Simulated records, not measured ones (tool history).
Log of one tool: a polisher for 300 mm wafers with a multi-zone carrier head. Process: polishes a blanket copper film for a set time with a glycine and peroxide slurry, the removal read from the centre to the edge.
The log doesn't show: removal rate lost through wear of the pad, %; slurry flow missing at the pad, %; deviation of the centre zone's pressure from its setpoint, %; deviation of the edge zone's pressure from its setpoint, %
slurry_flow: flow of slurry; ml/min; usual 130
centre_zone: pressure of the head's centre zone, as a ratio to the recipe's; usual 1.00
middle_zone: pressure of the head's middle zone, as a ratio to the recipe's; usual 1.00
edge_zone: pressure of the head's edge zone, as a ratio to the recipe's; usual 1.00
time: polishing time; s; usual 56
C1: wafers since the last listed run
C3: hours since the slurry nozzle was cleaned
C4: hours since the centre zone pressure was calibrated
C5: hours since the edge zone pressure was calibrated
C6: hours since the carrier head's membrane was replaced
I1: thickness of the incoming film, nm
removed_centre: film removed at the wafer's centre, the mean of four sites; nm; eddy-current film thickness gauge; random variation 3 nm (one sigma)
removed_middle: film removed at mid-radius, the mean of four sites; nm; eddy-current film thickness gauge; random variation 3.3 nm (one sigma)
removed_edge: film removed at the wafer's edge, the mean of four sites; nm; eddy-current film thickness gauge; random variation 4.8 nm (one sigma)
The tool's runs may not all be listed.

{"run": 1, "hour": 0.0, "slurry_flow": 130, "centre_zone": 1.0, "middle_zone": 1.0, "edge_zone": 1.0, "time": 56, "C1": 0, "wafers polished on this pad": 1368, "C3": 87.4, "C4": 813.0, "C5": 464.4, "C6": 133.4, "I1": 1614.0, "removed_centre": 350.3, "removed_middle": 347.3, "removed_edge": 360.2}
{"hour": 53.2, "done": "centre zone pressure recalibrated"}
{"run": 2, "hour": 64.4, "slurry_flow": 115, "centre_zone": 1.04, "middle_zone": 1.0, "edge_zone": 1.06, "time": 46, "C1": 895, "wafers polished on this pad": 2263, "C3": 151.8, "C4": 11.2, "C5": 528.8, "C6": 197.8, "I1": 1604.0, "removed_centre": 288.4, "removed_middle": 280.8, "removed_edge": 295.7}
{"run": 3, "hour": 102.8, "slurry_flow": 130, "centre_zone": 1.0, "middle_zone": 1.0, "edge_zone": 1.0, "time": 56, "C1": 551, "wafers polished on this pad": 2814, "C3": 190.2, "C4": 49.6, "C5": 567.2, "C6": 236.2, "I1": 1589.6, "removed_centre": 345.3, "removed_middle": 353.1, "removed_edge": 357.4}
{"run": 4, "hour": 141.3, "slurry_flow": 130, "centre_zone": 1.0, "middle_zone": 1.0, "edge_zone": 1.0, "time": 56, "C1": 552, "wafers polished on this pad": 3367, "C3": 228.7, "C4": 88.1, "C5": 605.7, "C6": 274.7, "I1": 1586.9, "removed_centre": 345.7, "removed_middle": 348.3, "removed_edge": 353.9}
{"run": 5, "hour": 235.9, "slurry_flow": 130, "centre_zone": 1.0, "middle_zone": 1.0, "edge_zone": 1.0, "time": 56, "C1": 1357, "wafers polished on this pad": 4724, "C3": 323.3, "C4": 182.7, "C5": 700.3, "C6": 369.3, "I1": 1602.9, "removed_centre": 344.6, "removed_middle": 342.8, "removed_edge": 353.0}
{"run": 6, "hour": 287.0, "slurry_flow": 105, "centre_zone": 1.05, "middle_zone": 1.0, "edge_zone": 1.0, "time": 56, "C1": 733, "wafers polished on this pad": 5457, "C3": 374.4, "C4": 233.8, "C5": 751.4, "C6": 420.4, "I1": 1593.3, "removed_centre": 349.3, "removed_middle": 330.0, "removed_edge": 338.9}
{"hour": 323.4, "done": "edge zone pressure recalibrated"}
{"run": 7, "hour": 365.1, "slurry_flow": 130, "centre_zone": 1.0, "middle_zone": 1.0, "edge_zone": 1.12, "time": 56, "C1": 1091, "wafers polished on this pad": 6549, "C3": 452.5, "C4": 311.9, "C5": 41.7, "C6": 498.5, "I1": 1602.8, "removed_centre": 341.8, "removed_middle": 342.9, "removed_edge": 366.3}
{"hour": 610.8, "done": "slurry nozzle cleaned"}
{"run": 8, "hour": 617.0, "slurry_flow": 130, "centre_zone": 1.0, "middle_zone": 1.0, "edge_zone": 0.9, "time": 56, "C1": 3600, "wafers polished on this pad": 10149, "C3": 6.2, "C4": 563.8, "C5": 293.6, "C6": 750.4, "I1": 1598.0, "removed_centre": 338.6, "removed_middle": 347.2, "removed_edge": 324.5}
{"hour": 692.1, "done": "worn pad replaced by a new one"}
{"run": 9, "hour": 707.2, "slurry_flow": 130, "centre_zone": 1.0, "middle_zone": 1.0, "edge_zone": 1.0, "time": 56, "C1": 1236, "wafers polished on this pad": 216, "C3": 96.4, "C4": 654.0, "C5": 383.8, "C6": 840.6, "I1": 1589.0, "removed_centre": 351.5, "removed_middle": 355.3, "removed_edge": 354.1}
{"run": 10, "hour": 804.3, "slurry_flow": 115, "centre_zone": 0.89, "middle_zone": 1.0, "edge_zone": 0.89, "time": 56, "C1": 1393, "wafers polished on this pad": 1610, "C3": 193.5, "C4": 751.1, "C5": 480.9, "C6": 937.7, "I1": 1600.5, "removed_centre": 303.4, "removed_middle": 334.3, "removed_edge": 331.6}
{"run": 11, "hour": 880.0, "slurry_flow": 130, "centre_zone": 1.0, "middle_zone": 0.91, "edge_zone": 0.92, "time": 44, "C1": 1086, "wafers polished on this pad": 2696, "C3": 269.2, "C4": 826.8, "C5": 556.6, "C6": 1013.4, "I1": 1577.8, "removed_centre": 270.1, "removed_middle": 253.0, "removed_edge": 267.8}
{"run": 12, "hour": 921.5, "slurry_flow": 140, "centre_zone": 1.0, "middle_zone": 0.89, "edge_zone": 1.03, "time": 56, "C1": 595, "wafers polished on this pad": 3291, "C3": 310.7, "C4": 868.3, "C5": 598.1, "C6": 1054.9, "I1": 1582.9, "removed_centre": 345.2, "removed_middle": 315.7, "removed_edge": 361.2}
{"run": 13, "hour": 1001.9, "slurry_flow": 130, "centre_zone": 1.0, "middle_zone": 1.0, "edge_zone": 0.96, "time": 71, "C1": 1153, "wafers polished on this pad": 4445, "C3": 391.1, "C4": 948.7, "C5": 678.5, "C6": 1135.3, "I1": 1572.5, "removed_centre": 433.0, "removed_middle": 440.6, "removed_edge": 446.2}
{"hour": 1093.9, "done": "centre zone pressure recalibrated"}
{"run": 14, "hour": 1127.6, "slurry_flow": 130, "centre_zone": 1.0, "middle_zone": 0.88, "edge_zone": 1.0, "time": 56, "C1": 1775, "wafers polished on this pad": 6220, "C3": 516.8, "C4": 33.7, "C5": 804.2, "C6": 1261.0, "I1": 1592.7, "removed_centre": 340.3, "removed_middle": 307.4, "removed_edge": 353.7}
{"hour": 1130.8, "done": "edge zone pressure recalibrated"}
{"hour": 1211.9, "done": "slurry nozzle cleaned"}
{"run": 15, "hour": 1219.2, "slurry_flow": 130, "centre_zone": 1.05, "middle_zone": 1.0, "edge_zone": 1.0, "time": 56, "C1": 1271, "wafers polished on this pad": 7491, "C3": 7.3, "C4": 125.3, "C5": 88.4, "C6": 1352.6, "I1": 1574.9, "removed_centre": 354.6, "removed_middle": 337.9, "removed_edge": 345.2}
{"run": 16, "hour": 1320.8, "slurry_flow": 130, "centre_zone": 1.0, "middle_zone": 1.0, "edge_zone": 0.89, "time": 56, "C1": 1457, "wafers polished on this pad": 8949, "C3": 108.9, "C4": 226.9, "C5": 190.0, "C6": 1454.2, "I1": 1593.0, "removed_centre": 341.5, "removed_middle": 340.7, "removed_edge": 323.9}
{"hour": 1359.3, "done": "worn pad replaced by a new one"}
{"run": 17, "hour": 1404.9, "slurry_flow": 130, "centre_zone": 1.0, "middle_zone": 1.0, "edge_zone": 1.0, "time": 56, "C1": 1149, "wafers polished on this pad": 654, "C3": 193.0, "C4": 311.0, "C5": 274.1, "C6": 1538.3, "I1": 1565.8, "removed_centre": 349.3, "removed_middle": 357.6, "removed_edge": 357.5}
{"run": 18, "hour": 1504.5, "slurry_flow": 130, "centre_zone": 1.0, "middle_zone": 1.11, "edge_zone": 0.92, "time": 56, "C1": 1429, "wafers polished on this pad": 2083, "C3": 292.6, "C4": 410.6, "C5": 373.7, "C6": 1637.9, "I1": 1585.3, "removed_centre": 345.7, "removed_middle": 378.3, "removed_edge": 334.4}
{"run": 19, "hour": 1589.3, "slurry_flow": 105, "centre_zone": 1.0, "middle_zone": 1.0, "edge_zone": 0.9, "time": 56, "C1": 1216, "wafers polished on this pad": 3300, "C3": 377.4, "C4": 495.4, "C5": 458.5, "C6": 1722.7, "I1": 1595.3, "removed_centre": 330.6, "removed_middle": 332.8, "removed_edge": 327.3}
{"run": 20, "hour": 1627.9, "slurry_flow": 130, "centre_zone": 1.0, "middle_zone": 1.0, "edge_zone": 1.04, "time": 43, "C1": 553, "wafers polished on this pad": 3854, "C3": 416.0, "C4": 534.0, "C5": 497.1, "C6": 1761.3, "I1": 1608.0, "removed_centre": 260.6, "removed_middle": 263.1, "removed_edge": 273.8}
{"hour": 1709.0, "done": "carrier head's membrane replaced by a new one"}
{"hour": 1736.9, "done": "edge zone pressure recalibrated"}
{"run": 21, "hour": 1771.2, "slurry_flow": 160, "centre_zone": 1.09, "middle_zone": 1.0, "edge_zone": 1.07, "time": 56, "C1": 1955, "wafers polished on this pad": 5810, "C3": 559.3, "C4": 677.3, "C5": 34.3, "C6": 62.2, "I1": 1601.1, "removed_centre": 387.8, "removed_middle": 350.4, "removed_edge": 366.3}

5 ways to go on from here, each from the tool as it stands after run 21. What would each give?
{"run": "A", "hour": 1771.6, "slurry_flow": 130, "centre_zone": 1.07, "middle_zone": 1.0, "edge_zone": 1.0, "time": 56, "C1": 5, "wafers polished on this pad": 5816, "C3": 559.7, "C4": 677.7, "C5": 34.7, "C6": 62.6, "I1": 1575.0, "removed_centre": "?", "removed_middle": "?", "removed_edge": "?"}
{"run": "B", "hour": 1771.6, "slurry_flow": 130, "centre_zone": 1.09, "middle_zone": 0.95, "edge_zone": 1.07, "time": 56, "C1": 5, "wafers polished on this pad": 5816, "C3": 559.7, "C4": 677.7, "C5": 34.7, "C6": 62.6, "I1": 1575.0, "removed_centre": "?", "removed_middle": "?", "removed_edge": "?"}
{"run": "C", "hour": 1771.6, "slurry_flow": 130, "centre_zone": 1.07, "middle_zone": 1.0, "edge_zone": 1.1, "time": 42, "C1": 5, "wafers polished on this pad": 5816, "C3": 559.7, "C4": 677.7, "C5": 34.7, "C6": 62.6, "I1": 1575.0, "removed_centre": "?", "removed_middle": "?", "removed_edge": "?"}
{"run": "D", "hour": 1771.6, "slurry_flow": 115, "centre_zone": 1.0, "middle_zone": 1.07, "edge_zone": 1.0, "time": 56, "C1": 5, "wafers polished on this pad": 5816, "C3": 559.7, "C4": 677.7, "C5": 34.7, "C6": 62.6, "I1": 1575.0, "removed_centre": "?", "removed_middle": "?", "removed_edge": "?"}
{"run": "E", "hour": 1771.6, "slurry_flow": 105, "centre_zone": 1.08, "middle_zone": 1.0, "edge_zone": 1.0, "time": 56, "C1": 5, "wafers polished on this pad": 5816, "C3": 559.7, "C4": 677.7, "C5": 34.7, "C6": 62.6, "I1": 1575.0, "removed_centre": "?", "removed_middle": "?", "removed_edge": "?"}

run=A removed_centre=366.7 removed_middle=345.7 removed_edge=348.3
run=B removed_centre=373.5 removed_middle=331.0 removed_edge=360.3
run=C removed_centre=275.0 removed_middle=259.2 removed_edge=273.8
run=D removed_centre=335.3 removed_middle=359.3 removed_edge=343.2
run=E removed_centre=356.1 removed_middle=334.1 removed_edge=340.0
Without the tool's hidden state the same runs would have given:
run=A removed_centre=380.3 removed_middle=358.5 removed_edge=361.2
run=B removed_centre=387.3 removed_middle=343.3 removed_edge=373.6
run=C removed_centre=285.2 removed_middle=268.9 removed_edge=284.0
run=D removed_centre=347.7 removed_middle=372.6 removed_edge=356.0
run=E removed_centre=369.3 removed_middle=346.4 removed_edge=352.6

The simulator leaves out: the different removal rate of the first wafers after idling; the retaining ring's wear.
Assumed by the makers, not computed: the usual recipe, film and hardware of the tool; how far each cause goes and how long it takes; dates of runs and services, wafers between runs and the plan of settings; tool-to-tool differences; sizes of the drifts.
